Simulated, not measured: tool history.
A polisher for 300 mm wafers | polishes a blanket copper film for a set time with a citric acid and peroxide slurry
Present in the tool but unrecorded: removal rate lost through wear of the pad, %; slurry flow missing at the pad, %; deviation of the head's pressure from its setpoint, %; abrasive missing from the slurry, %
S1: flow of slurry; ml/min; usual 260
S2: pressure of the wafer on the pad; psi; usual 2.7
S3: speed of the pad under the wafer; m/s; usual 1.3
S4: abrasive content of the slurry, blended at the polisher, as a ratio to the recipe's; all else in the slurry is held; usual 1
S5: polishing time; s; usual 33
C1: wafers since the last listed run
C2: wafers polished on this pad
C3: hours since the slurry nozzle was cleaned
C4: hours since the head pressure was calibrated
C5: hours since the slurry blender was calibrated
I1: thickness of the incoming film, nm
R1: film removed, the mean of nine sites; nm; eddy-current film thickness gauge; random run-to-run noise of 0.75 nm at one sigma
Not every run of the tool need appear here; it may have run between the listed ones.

run	hour	S1	S2	S3	S4	S5	C1	C2	C3	C4	C5	I1	R1
1	0	260	2.7	1.3	1	33	0	1729	146.7	88	189.7	1112.7	87.2
2	74.4	260	2.9	1.3	1	33	879	2609	221.1	162.4	264.1	1143.2	89.8
3	174.4	260	2.7	1.3	1.2	33	1181	3791	321.1	262.4	364.1	1129.1	84.7
# hour 219.5: slurry nozzle cleaned
4	221.2	260	2.7	1.3	1.2	33	541	4332	1.7	309.2	410.9	1134.8	82.7
# hour 271.1: slurry blender recalibrated
5	279.1	260	2.7	1.3	1	33	660	4992	59.6	367.1	8	1126.8	87.7
# hour 300.8: head pressure recalibrated
# hour 320.5: worn pad replaced by a new one
6	424.2	260	2.7	1.3	1	33	1643	1225	204.7	123.4	153.1	1129.8	86.3
7	515.6	260	2.7	1.3	1	33	1080	2306	296.1	214.8	244.5	1115.4	85.4
8	612.7	260	2.7	1.3	1	33	1147	3453	393.2	311.9	341.6	1132.3	84.6
# hour 623.8: slurry nozzle cleaned
# hour 679.8: slurry blender recalibrated
9	682.1	260	2.7	1.3	1	33	784	4238	58.3	381.3	2.3	1153.9	89.5
# hour 692.5: head pressure recalibrated
10	741.9	260	2.7	1.3	1	33	683	4921	118.1	49.4	62.1	1118.5	86.9
# hour 748.8: worn pad replaced by a new one
11	780.2	260	2.7	1.3	1	33	405	371	156.4	87.7	100.4	1139.6	86.5
12	882.5	260	2.7	1.3	1	33	1209	1580	258.7	190	202.7	1133.2	87
13	966.4	260	2.7	1.3	1	33	991	2571	342.6	273.9	286.6	1131.8	85.3
14	1044.9	260	2.7	1.3	1	33	927	3499	421.1	352.4	365.1	1132.9	83.4
# hour 1074.4: slurry nozzle cleaned
15	1082.4	260	2.7	0.92	1	33	431	3930	8	389.9	402.6	1125.6	64.2
# hour 1135.4: slurry blender recalibrated
# hour 1140.3: head pressure recalibrated
# hour 1156: worn pad replaced by a new one
16	1172.4	260	2.1	0.84	1	33	969	194	98	32.1	37	1147.6	56.2
17	1253.2	215	2.7	0.96	1	33	954	1149	178.8	112.9	117.8	1116.1	70.3
18	1354.2	260	2.3	1.48	0.8	43	1193	2342	279.8	213.9	218.8	1136.8	105.7
19	1404.6	260	2.7	1.3	1	33	595	2938	330.2	264.3	269.2	1125.2	85.6
# hour 1477.5: slurry nozzle cleaned
20	1503.3	260	3.1	1.6	0.85	33	1154	4093	25.8	363	367.9	1122.4	103.8
# hour 1582.8: slurry blender recalibrated
21	1583.3	260	2.7	1.3	1	33	921	5014	105.8	443	0.5	1115.6	88.3
# hour 1592.3: head pressure recalibrated
# hour 1613.2: worn pad replaced by a new one
22	1689.6	260	2.7	1.3	1	33	1185	903	212.1	97.3	106.8	1130.2	88.7
23	1791	260	2.7	1.3	1	45	1198	2101	313.5	198.7	208.2	1143.5	117.1
24	1838.5	230	1.9	1.18	1.25	33	561	2663	361	246.2	255.7	1136.3	65.2
# hour 1848.2: slurry nozzle cleaned
25	1879.8	260	2.7	0.92	1	33	476	3139	31.6	287.5	297	1150.2	67
26	1955.6	260	2.7	1.62	1	33	895	4035	107.4	363.3	372.8	1154.2	96.4
# hour 1989.6: worn pad replaced by a new one
# hour 1993.5: slurry blender recalibrated
# hour 2003.6: head pressure recalibrated
27	2039.9	260	2.7	1.3	1	33	901	546	191.7	36.3	46.4	1120.8	88.4
28	2094.3	260	2.7	1.46	1	33	642	1189	246.1	90.7	100.8	1112.3	96.4

Table of differences, measured result less the result of that run with no hidden state. Run-to-run variation is the same in both. Gauge scatter possibly is not:
run	R1
1	-1.7
2	-3.1
3	-5.6
4	-7.2
5	-0.4
6	-1.3
7	-2.6
8	-4.8
9	-0.4
10	-0.5
11	-0.7
12	-1.8
13	-3.3
14	-5.3
15	-5.1
16	-0.1
17	-0.4
18	-2
19	-2.6
20	-6.2
21	-0.3
22	-0.8
23	-2.5
24	-2.1
25	-2.8
26	-6.5
27	-0.8
28	-1.2

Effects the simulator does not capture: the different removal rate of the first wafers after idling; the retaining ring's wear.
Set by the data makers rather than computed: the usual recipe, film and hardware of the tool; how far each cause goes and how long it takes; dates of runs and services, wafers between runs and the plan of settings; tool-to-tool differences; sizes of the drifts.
